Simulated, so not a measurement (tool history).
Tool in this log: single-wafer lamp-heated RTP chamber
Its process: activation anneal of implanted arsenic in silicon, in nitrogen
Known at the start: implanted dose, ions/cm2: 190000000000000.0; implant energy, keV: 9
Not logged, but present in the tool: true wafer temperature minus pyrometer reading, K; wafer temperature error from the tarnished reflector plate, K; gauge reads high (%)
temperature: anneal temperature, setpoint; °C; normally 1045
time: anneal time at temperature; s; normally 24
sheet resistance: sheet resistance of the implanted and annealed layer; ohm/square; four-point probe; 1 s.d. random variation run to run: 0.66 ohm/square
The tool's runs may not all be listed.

run	day	temperature	time	wafers since the last listed run	wafers since the last pyrometer calibration	wafers since the reflector plate was cleaned	hours since the gauge calibration	read-back reference wafer on the same gauge, sheet resistance	sheet resistance
1	0.000	1053	24	0	1985	388	139.8	522.68	436.59
2	2.488	1053	24	533	2518	921	199.5	523.17	436.01
3	6.504	1045	14	861	3379	1782	295.9	522.63	447.97
4	10.171	1033	24	786	4165	2568	383.9	522.76	441.26
5	13.912	1045	24	802	4967	3370	473.7	523.14	437.45
# day 15.275: pyrometer window cleaned and pyrometer calibrated
6	16.529	1045	24	489	268	3860	536.5	522.50	440.08
7	20.342	1045	24	817	1086	4677	628.0	522.97	437.28
# day 21.992: reflector plate cleaned
8	22.171	1045	30	320	1406	38	671.9	523.04	437.28
9	24.750	1045	30	552	1959	591	733.8	522.85	436.38
10	26.842	1054	15	448	2408	1039	784.0	523.01	443.01
11	28.512	1045	24	358	2766	1397	824.1	522.94	438.65
12	32.712	1045	24	900	3666	2298	924.9	523.15	437.28
13	35.988	1045	24	702	4368	3000	1003.5	523.05	437.18
14	39.712	1045	24	798	5167	3798	1092.9	523.48	434.09
# day 42.062: pyrometer window cleaned and pyrometer calibrated
15	42.367	1045	24	497	65	4296	1156.6	522.67	440.22
16	44.838	1045	24	529	595	4825	1215.9	523.07	439.15
# day 45.821: reflector plate cleaned
17	48.838	1045	28	786	1381	646	1311.9	523.56	437.06
18	51.767	1045	24	627	2008	1274	1382.2	523.08	440.23
19	53.950	1030	24	468	2477	1742	1434.6	522.74	445.69
20	62.471	1045	24	1826	4303	3569	1639.1	523.30	436.59
21	65.521	1056	24	653	4957	4223	1712.3	522.98	430.21
# day 67.662: pyrometer window cleaned and pyrometer calibrated
22	67.775	1019	17	411	24	4634	1766.4	523.08	454.33
23	70.483	1061	24	580	604	5215	1831.4	522.97	430.42
# day 72.362: reflector plate cleaned
24	82.821	1062	29	2573	3178	2242	2127.5	522.98	428.06
# day 84.679: gauge calibrated
25	89.575	1045	24	1447	4626	3690	117.5	522.66	436.02
# day 91.946: pyrometer window cleaned and pyrometer calibrated
26	93.642	1045	19	800	363	4490	215.1	522.70	443.65
# day 94.821: reflector plate cleaned
27	96.742	1019	24	593	956	411	289.5	523.55	451.28
28	98.725	1045	24	425	1381	836	337.1	523.13	441.35
29	101.317	1060	14	555	1936	1392	399.3	523.16	443.45
30	103.875	1045	24	548	2485	1940	460.7	522.99	439.15
31	107.167	1045	33	705	3191	2646	539.7	523.40	431.57
32	109.621	1053	30	526	3717	3172	598.6	522.76	429.82
# day 113.783: pyrometer window cleaned and pyrometer calibrated
33	113.892	1059	11	844	23	4016	701.1	523.12	448.70
34	117.538	1035	12	781	804	4798	788.6	523.05	452.06

Forecast each of these 5 alternatives for the next run:
A	117.554	1045	24	3	808	4801	789.0	?	?
B	117.554	1045	16	3	808	4801	789.0	?	?
C	117.554	1045	36	3	808	4801	789.0	?	?
D	117.554	1036	24	3	808	4801	789.0	?	?
E	117.554	1045	34	3	808	4801	789.0	?	?

run	read-back reference wafer on the same gauge, sheet resistance	sheet resistance
A	522.81	438.17
B	522.81	444.97
C	522.81	430.18
D	522.81	441.77
E	522.81	431.38
Take away the tool's hidden state, keep each run's random variation, and the runs would have read:
run	sheet resistance
A	442.64
B	448.74
C	435.41
D	445.92
E	436.50

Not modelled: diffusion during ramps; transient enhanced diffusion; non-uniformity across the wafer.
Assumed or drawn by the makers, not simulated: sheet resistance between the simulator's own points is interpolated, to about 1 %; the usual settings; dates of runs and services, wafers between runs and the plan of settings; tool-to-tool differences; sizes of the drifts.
